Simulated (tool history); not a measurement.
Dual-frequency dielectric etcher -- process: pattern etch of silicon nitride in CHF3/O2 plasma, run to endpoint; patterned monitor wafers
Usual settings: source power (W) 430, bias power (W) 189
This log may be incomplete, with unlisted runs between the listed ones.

run   hour  source power (W)  bias power (W)  wafers since the last listed run  hours since the last wet clean  hours since the last source power generator calibration  hours since the last bias power generator calibration  hours since the last upper electrode change  incoming incoming film thickness, nm  endpoint time (s)
  1    0.0               430             189                                 0                           390.5                                                   1394.5                                                 3266.7                                       3706.0                                  67.5               54.6
  2   11.9               430             189                               128                           402.4                                                   1406.4                                                 3278.6                                       3717.9                                  67.8               55.0
  3   18.3               430             189                                69                           408.8                                                   1412.8                                                 3285.0                                       3724.3                                  68.2               55.1
  4   33.4               430             189                               163                           423.9                                                   1427.9                                                 3300.1                                       3739.4                                  68.0               55.3
  5   41.8               430             189                                90                           432.3                                                   1436.3                                                 3308.5                                       3747.8                                  67.5               54.8
      62.4  -- source power generator calibrated
      70.8  -- wet clean of the chamber
      71.7  -- bias power generator calibrated
      93.7  -- upper electrode replaced
  6   94.2               430             189                               185                            23.4                                                     31.8                                                   22.5                                          0.5                                  68.8               53.5
  7   94.5               430             189                                 3                            23.7                                                     32.1                                                   22.8                                          0.8                                  67.9               52.7
  8   94.9               430             189                                 4                            24.1                                                     32.5                                                   23.2                                          1.2                                  68.1               52.9
  9   95.7               370             189                                 8                            24.9                                                     33.3                                                   24.0                                          2.0                                  68.9               54.9
 10  106.8               360             156                               119                            36.0                                                     44.4                                                   35.1                                         13.1                                  67.5               59.3
 11  123.4               390             163                               179                            52.6                                                     61.0                                                   51.7                                         29.7                                  67.9               57.6
 12  134.6               480             164                               121                            63.8                                                     72.2                                                   62.9                                         40.9                                  68.5               55.6
 13  140.7               460             171                                65                            69.9                                                     78.3                                                   69.0                                         47.0                                  68.2               55.1
 14  154.4               430             163                               148                            83.6                                                     92.0                                                   82.7                                         60.7                                  68.3               57.0
 15  165.1               480             164                               115                            94.3                                                    102.7                                                   93.4                                         71.4                                  68.5               55.6
 16  171.7               430             189                                71                           100.9                                                    109.3                                                  100.0                                         78.0                                  68.4               53.8

What will run 17 give?
 17  187.3               430             189                               168                           116.5                                                    124.9                                                  115.6                                         93.6                                  68.0                  ?

{"run 17": {"endpoint time (s)": 53.3}}
With no hidden state in the tool, this same run would have given endpoint time (s) 52.7.
